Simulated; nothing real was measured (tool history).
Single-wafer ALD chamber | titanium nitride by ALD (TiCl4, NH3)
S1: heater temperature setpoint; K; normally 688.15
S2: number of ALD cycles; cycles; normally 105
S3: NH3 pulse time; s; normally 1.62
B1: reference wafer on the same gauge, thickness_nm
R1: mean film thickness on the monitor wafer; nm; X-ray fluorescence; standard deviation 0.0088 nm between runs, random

run	hour	S1	S2	S3	B1	R1
1	0	688.15	105	1.62	2.517	2.41
2	32	688.15	105	1.62	2.517	2.391
3	58.5	688.15	105	1.62	2.519	2.399
4	76.6	688.15	105	1.62	2.529	2.416
5	112.3	688.15	105	1.62	2.519	2.408
6	145.2	688.15	105	1.62	2.528	2.413
7	161.9	678.15	105	1.81	2.533	2.421
8	175.2	688.15	99	1.62	2.534	2.295
9	189.1	688.15	99	1.62	2.532	2.277
10	222.5	688.15	99	1.62	2.537	2.272
# hour 237.3: thermocouple changed; heater temperature recalibrated
11	249.8	677.15	105	1.43	2.539	2.393
12	272	688.15	122	1.86	2.54	2.851
# hour 286.4: gauge calibrated
# hour 303.7: showerhead replaced
13	304.2	688.15	105	1.07	2.508	2.353
14	325.6	688.15	105	1.07	2.51	2.363
15	354.1	697.15	105	1.44	2.514	2.394
16	450.4	688.15	105	1.62	2.515	2.41
17	472.6	688.15	105	1.62	2.521	2.419
18	490.6	697.15	105	1.62	2.523	2.417
19	530.5	688.15	105	1.62	2.527	2.432
20	559.8	681.15	123	2.17	2.533	2.842

Here are 3 independent what-if runs from the current tool condition. What would each one return?
A	560.4	688.15	105	1.62	?	?
B	560.4	673.15	125	1.62	?	?
C	560.4	694.15	105	1.27	?	?

run	B1	R1
A	2.531	2.409
B	2.531	2.845
C	2.531	2.397
Take away the tool's hidden state, keep each run's random variation, and the runs would have read:
run	R1
A	2.388
B	2.82
C	2.376
